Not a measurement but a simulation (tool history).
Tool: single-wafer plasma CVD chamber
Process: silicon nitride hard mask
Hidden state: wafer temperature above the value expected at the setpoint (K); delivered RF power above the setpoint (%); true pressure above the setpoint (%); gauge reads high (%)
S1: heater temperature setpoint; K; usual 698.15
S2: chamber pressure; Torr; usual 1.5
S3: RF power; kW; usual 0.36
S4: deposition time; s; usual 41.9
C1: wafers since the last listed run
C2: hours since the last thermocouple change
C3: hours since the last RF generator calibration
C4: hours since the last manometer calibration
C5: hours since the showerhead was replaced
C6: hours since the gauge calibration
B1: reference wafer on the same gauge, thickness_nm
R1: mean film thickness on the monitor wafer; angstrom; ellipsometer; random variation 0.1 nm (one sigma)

Run 1, hour 0: usual settings; C1 0; C2 813.5; C3 774.6; C4 559.4; C5 4814.7; C6 405.5; B1 40.608. Result: R1 486.93 angstrom.
At hour 21.7: thermocouple changed; heater temperature recalibrated.
Run 2, hour 30.7: usual settings but S2 1.62 Torr; C1 284; C2 9; C3 805.3; C4 590.1; C5 4845.4; C6 436.2; B1 40.607. Result: R1 496.29 angstrom.
Run 3, hour 57.3: usual settings but S2 1.62 Torr; C1 333; C2 35.6; C3 831.9; C4 616.7; C5 4872; C6 462.8; B1 40.59. Result: R1 496.85 angstrom.
Run 4, hour 101.5: usual settings but S2 1.62 Torr; C1 554; C2 79.8; C3 876.1; C4 660.9; C5 4916.2; C6 507; B1 40.581. Result: R1 494.57 angstrom.
Run 5, hour 141.7: usual settings but S1 689.15 K; C1 504; C2 120; C3 916.3; C4 701.1; C5 4956.4; C6 547.2; B1 40.63. Result: R1 487.58 angstrom.
Run 6, hour 194.9: usual settings but S1 689.15 K; C1 667; C2 173.2; C3 969.5; C4 754.3; C5 5009.6; C6 600.4; B1 40.606. Result: R1 487.25 angstrom.
Run 7, hour 265.9: usual settings; C1 890; C2 244.2; C3 1040.5; C4 825.3; C5 5080.6; C6 671.4; B1 40.588. Result: R1 482.48 angstrom.
Run 8, hour 331: usual settings; C1 816; C2 309.3; C3 1105.6; C4 890.4; C5 5145.7; C6 736.5; B1 40.601. Result: R1 484.81 angstrom.
Run 9, hour 355.1: usual settings; C1 302; C2 333.4; C3 1129.7; C4 914.5; C5 5169.8; C6 760.6; B1 40.598. Result: R1 484.45 angstrom.
Run 10, hour 413.4: usual settings; C1 731; C2 391.7; C3 1188; C4 972.8; C5 5228.1; C6 818.9; B1 40.605. Result: R1 484.88 angstrom.
At hour 427.3: RF generator calibrated.
Run 11, hour 440.5: usual settings but S2 1.62 Torr; C1 239; C2 418.8; C3 13.2; C4 999.9; C5 5255.2; C6 846; B1 40.588. Result: R1 503.71 angstrom.
Run 12, hour 503.3: usual settings but S1 690.15 K, S2 1.87 Torr, S3 0.395 kW, S4 49.4 s; C1 787; C2 481.6; C3 76; C4 1062.7; C5 5318; C6 908.8; B1 40.63. Result: R1 664.98 angstrom.
At hour 535: gauge calibrated.
Run 13, hour 542.6: usual settings but S4 35.4 s; C1 492; C2 520.9; C3 115.3; C4 1102; C5 5357.3; C6 7.6; B1 40.583. Result: R1 417.91 angstrom.
Run 14, hour 604.6: usual settings but S1 707.15 K, S2 1.64 Torr, S4 33.8 s; C1 777; C2 582.9; C3 177.3; C4 1164; C5 5419.3; C6 69.6; B1 40.591. Result: R1 403.16 angstrom.
Run 15, hour 654.7: usual settings but S3 0.41 kW; C1 628; C2 633; C3 227.4; C4 1214.1; C5 5469.4; C6 119.7; B1 40.609. Result: R1 545.35 angstrom.
Run 16, hour 690.6: usual settings; C1 450; C2 668.9; C3 263.3; C4 1250; C5 5505.3; C6 155.6; B1 40.611. Result: R1 494.17 angstrom.
At hour 785.6: showerhead replaced, of another model than before.
At hour 802.3: thermocouple changed; heater temperature recalibrated.
At hour 812.7: capacitance manometer re-zeroed and calibrated.
Run 17, hour 894.1: usual settings but S1 689.15 K, S2 1.26 Torr, S3 0.315 kW, S4 36 s; C1 2251; C2 91.8; C3 466.8; C4 81.4; C5 108.5; C6 359.1; B1 40.598. Result: R1 365.85 angstrom.
Run 18, hour 936.2: usual settings but S2 1.66 Torr, S4 35.5 s; C1 528; C2 133.9; C3 508.9; C4 123.5; C5 150.6; C6 401.2; B1 40.588. Result: R1 429.17 angstrom.
Run 19, hour 967.4: usual settings but S1 703.15 K, S3 0.43 kW; C1 391; C2 165.1; C3 540.1; C4 154.7; C5 181.8; C6 432.4; B1 40.624. Result: R1 545.35 angstrom.
Run 20, hour 1032.1: usual settings but S4 36.3 s; C1 811; C2 229.8; C3 604.8; C4 219.4; C5 246.5; C6 497.1; B1 40.621. Result: R1 424.16 angstrom.

The next listed run, before its measurement:
Run 21, hour 1074: usual settings but S3 0.4 kW; C1 525; C2 271.7; C3 646.7; C4 261.3; C5 288.4; C6 539; B1 ?. Result: R1 ?.

{"run 21": {"B1": 40.585, "R1": 523.24}}
Without the tool's hidden state the same run would have given R1 528.09 angstrom.

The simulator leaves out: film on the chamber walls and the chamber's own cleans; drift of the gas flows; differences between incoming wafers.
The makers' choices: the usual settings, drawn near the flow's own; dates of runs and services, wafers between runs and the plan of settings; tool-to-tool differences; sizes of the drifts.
